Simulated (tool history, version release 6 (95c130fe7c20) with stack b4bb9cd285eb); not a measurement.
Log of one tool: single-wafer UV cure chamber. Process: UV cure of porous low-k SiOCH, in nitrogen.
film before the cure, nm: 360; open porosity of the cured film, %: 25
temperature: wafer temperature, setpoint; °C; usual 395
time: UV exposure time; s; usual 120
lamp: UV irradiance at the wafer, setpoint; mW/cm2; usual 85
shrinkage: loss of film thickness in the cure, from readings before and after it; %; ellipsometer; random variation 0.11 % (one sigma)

| run | day | temperature | time | lamp | wafers since the last listed run | hours since the UV bulbs were replaced | wafers since the quartz window was cleaned | shrinkage |
|---|---|---|---|---|---|---|---|---|
| 1 | 0 | 395 | 140 | 85 | 0 | 756.8 | 417 | 8.457 |
| 2 | 1.479 | 395 | 140 | 85 | 175 | 792.3 | 593 | 8.421 |
| 3 | 2.408 | 395 | 165 | 107 | 110 | 814.6 | 704 | 10.331 |
| 4 | 3.692 | 395 | 120 | 85 | 152 | 845.4 | 856 | 7.841 |
| 5 | 4.267 | 395 | 120 | 85 | 68 | 859.2 | 925 | 7.829 |
| 6 | 5.583 | 385 | 120 | 85 | 156 | 890.8 | 1081 | 7.319 |
| 7 | 6.867 | 385 | 120 | 85 | 152 | 921.6 | 1234 | 7.278 |
| 8 | 8.133 | 385 | 120 | 85 | 150 | 952 | 1384 | 7.408 |
| 9 | 9.125 | 395 | 120 | 85 | 117 | 975.8 | 1502 | 7.551 |
| 10 | 9.717 | 395 | 120 | 85 | 70 | 990 | 1573 | 7.555 |
| 11 | 10.404 | 395 | 120 | 85 | 81 | 1006.5 | 1654 | 7.312 |
| 12 | 11.658 | 395 | 120 | 85 | 149 | 1036.6 | 1804 | 7.336 |
| 13 | 12.292 | 395 | 120 | 85 | 75 | 1051.8 | 1879 | 7.342 |
| 14 | 12.862 | 380 | 120 | 85 | 67 | 1065.5 | 1947 | 7.312 |
|  | 13.354 | UV bulbs replaced |
| 15 | 14.129 | 390 | 150 | 56 | 110 | 18.6 | 2058 | 7.239 |
| 16 | 14.954 | 385 | 150 | 102 | 98 | 38.4 | 2156 | 9.804 |
|  | 15.788 | quartz window cleaned |
| 17 | 15.808 | 382 | 190 | 58 | 61 | 58.9 | 2 | 8.435 |
| 18 | 16.925 | 395 | 120 | 85 | 132 | 85.7 | 135 | 8.164 |
| 19 | 17.808 | 395 | 120 | 85 | 105 | 106.9 | 240 | 8.085 |
| 20 | 18.879 | 395 | 120 | 85 | 127 | 132.6 | 367 | 8.171 |
| 21 | 20.096 | 395 | 70 | 85 | 144 | 161.8 | 512 | 5.999 |
| 22 | 20.75 | 378 | 175 | 120 | 77 | 177.5 | 590 | 11.268 |
| 23 | 21.779 | 383 | 120 | 85 | 122 | 202.2 | 712 | 7.999 |
| 24 | 22.938 | 395 | 180 | 85 | 137 | 230 | 850 | 9.805 |
| 25 | 23.6 | 383 | 120 | 85 | 78 | 245.9 | 929 | 8.026 |
| 26 | 24.142 | 405 | 75 | 49 | 64 | 258.9 | 993 | 4.341 |
| 27 | 25.038 | 390 | 150 | 56 | 106 | 280.4 | 1100 | 7.136 |

Forecast each of these 3 alternatives for the next run:
| A | 25.058 | 395 | 145 | 85 | 2 | 280.9 | 1102 | ? |
| B | 25.058 | 395 | 160 | 85 | 2 | 280.9 | 1102 | ? |
| C | 25.058 | 385 | 120 | 115 | 2 | 280.9 | 1102 | ? |

| run | shrinkage |
|---|---|
| A | 8.766 |
| B | 9.179 |
| C | 9.074 |
Without the tool's hidden state the same runs would have given:
| run | shrinkage |
|---|---|
| A | 8.929 |
| B | 9.343 |
| C | 9.238 |
